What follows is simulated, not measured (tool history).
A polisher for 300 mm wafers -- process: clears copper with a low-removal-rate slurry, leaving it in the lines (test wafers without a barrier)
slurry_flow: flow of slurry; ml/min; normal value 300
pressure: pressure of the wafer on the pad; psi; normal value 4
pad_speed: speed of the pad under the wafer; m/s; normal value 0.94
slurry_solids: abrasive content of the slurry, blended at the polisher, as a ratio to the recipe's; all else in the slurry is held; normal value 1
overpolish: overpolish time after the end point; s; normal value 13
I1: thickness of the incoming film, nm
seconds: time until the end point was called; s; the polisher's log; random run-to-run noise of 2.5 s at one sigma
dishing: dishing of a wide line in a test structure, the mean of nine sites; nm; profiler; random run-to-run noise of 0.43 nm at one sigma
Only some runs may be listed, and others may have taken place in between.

run 1 hour=0 | slurry_flow=300 pressure=4 pad_speed=0.94 slurry_solids=1 overpolish=13 | I1=608.4 | seconds=216.7 dishing=17.3
run 2 hour=51.7 | slurry_flow=300 pressure=4 pad_speed=1.18 slurry_solids=1 overpolish=13 | I1=610.5 | seconds=180 dishing=18.2
-- hour=73.3 worn pad replaced by a new one
-- hour=74.7 slurry blender recalibrated
run 3 hour=100 | slurry_flow=300 pressure=4 pad_speed=1.18 slurry_solids=1 overpolish=13 | I1=610.5 | seconds=167.5 dishing=18.9
run 4 hour=126.4 | slurry_flow=300 pressure=4 pad_speed=0.94 slurry_solids=1 overpolish=17 | I1=613.9 | seconds=213.8 dishing=19.1
-- hour=157.7 slurry nozzle cleaned
run 5 hour=162.7 | slurry_flow=300 pressure=3 pad_speed=0.84 slurry_solids=1 overpolish=13 | I1=615.4 | seconds=317.5 dishing=14.5
run 6 hour=190.3 | slurry_flow=300 pressure=3 pad_speed=0.84 slurry_solids=1 overpolish=13 | I1=616.7 | seconds=322 dishing=13.9
run 7 hour=253.7 | slurry_flow=300 pressure=3 pad_speed=0.84 slurry_solids=1 overpolish=13 | I1=603.5 | seconds=323.4 dishing=14.5
-- hour=260.7 worn pad replaced by a new one
run 8 hour=292.8 | slurry_flow=300 pressure=4 pad_speed=0.94 slurry_solids=1 overpolish=13 | I1=605.5 | seconds=218.8 dishing=16.9
run 9 hour=358.1 | slurry_flow=300 pressure=4 pad_speed=0.94 slurry_solids=1.2 overpolish=13 | I1=614.7 | seconds=216.5 dishing=16.9
-- hour=403.8 head pressure recalibrated
-- hour=412.4 slurry blender recalibrated
run 10 hour=419.5 | slurry_flow=300 pressure=4 pad_speed=0.94 slurry_solids=1.2 overpolish=13 | I1=610.6 | seconds=203.2 dishing=18.8
-- hour=424.3 slurry nozzle cleaned
-- hour=458.4 worn pad replaced by a new one
run 11 hour=467.2 | slurry_flow=300 pressure=4 pad_speed=0.94 slurry_solids=1.2 overpolish=13 | I1=614.9 | seconds=209.4 dishing=18
run 12 hour=526.2 | slurry_flow=300 pressure=4 pad_speed=1.2 slurry_solids=1 overpolish=7 | I1=608.6 | seconds=164.6 dishing=14.7
run 13 hour=582.2 | slurry_flow=300 pressure=4 pad_speed=0.94 slurry_solids=1 overpolish=13 | I1=614.7 | seconds=223.9 dishing=17.8
run 14 hour=646.6 | slurry_flow=300 pressure=4.4 pad_speed=0.94 slurry_solids=1 overpolish=16 | I1=607.9 | seconds=198.4 dishing=19.4
-- hour=675.4 worn pad replaced by a new one
run 15 hour=688.5 | slurry_flow=300 pressure=4 pad_speed=0.94 slurry_solids=1 overpolish=13 | I1=601.4 | seconds=220.1 dishing=17.4
-- hour=707.8 slurry nozzle cleaned
run 16 hour=738.5 | slurry_flow=300 pressure=4 pad_speed=1.04 slurry_solids=1 overpolish=13 | I1=613.7 | seconds=203.2 dishing=16.5
-- hour=762.3 slurry blender recalibrated
run 17 hour=771.5 | slurry_flow=300 pressure=4 pad_speed=0.94 slurry_solids=1.25 overpolish=13 | I1=607.6 | seconds=202.5 dishing=17.5
run 18 hour=826.7 | slurry_flow=300 pressure=4 pad_speed=0.94 slurry_solids=1 overpolish=13 | I1=618 | seconds=212.1 dishing=16.8
-- hour=879.7 worn pad replaced by a new one
run 19 hour=886.3 | slurry_flow=220 pressure=5.1 pad_speed=0.94 slurry_solids=0.75 overpolish=10 | I1=608.9 | seconds=183.5 dishing=16.9
run 20 hour=945.2 | slurry_flow=340 pressure=5.1 pad_speed=0.94 slurry_solids=1 overpolish=18 | I1=613 | seconds=170 dishing=20.9
-- hour=968.8 slurry nozzle cleaned
run 21 hour=1016.4 | slurry_flow=300 pressure=4 pad_speed=0.66 slurry_solids=0.85 overpolish=13 | I1=608.7 | seconds=322.3 dishing=13.4
run 22 hour=1065.4 | slurry_flow=340 pressure=4 pad_speed=0.94 slurry_solids=1 overpolish=13 | I1=609.5 | seconds=227.9 dishing=17.7

For each run, the measured value with the value that run would have given without the tool's hidden condition subtracted. The run-to-run variation is shared by both, the gauge scatter possibly not:
The tool's hidden condition here consists of: removal rate lost through wear of the pad, %; slurry flow missing at the pad, %; deviation of the head's pressure from its setpoint, %; abrasive missing from the slurry, %.
run=1 seconds=+8.5 dishing=-0.3
run=2 seconds=+10.2 dishing=-0.4
run=3 seconds=+0.4 dishing=+0
run=4 seconds=+0.9 dishing=+0
run=5 seconds=+2.3 dishing=-0.1
run=6 seconds=+3.6 dishing=-0.1
run=7 seconds=+7.7 dishing=-0.2
run=8 seconds=+7.6 dishing=-0.2
run=9 seconds=+13.1 dishing=-0.5
run=10 seconds=+1.1 dishing=+0
run=11 seconds=+1.6 dishing=+0
run=12 seconds=+2.4 dishing=-0.1
run=13 seconds=+5.6 dishing=-0.2
run=14 seconds=+8.7 dishing=-0.3
run=15 seconds=+13.2 dishing=-0.5
run=16 seconds=+17.1 dishing=-0.6
run=17 seconds=+0.5 dishing=+0
run=18 seconds=+1.1 dishing=-0.1
run=19 seconds=+2.2 dishing=-0.1
run=20 seconds=+4.2 dishing=-0.1
run=21 seconds=+15 dishing=-0.4
run=22 seconds=+15.5 dishing=-0.6
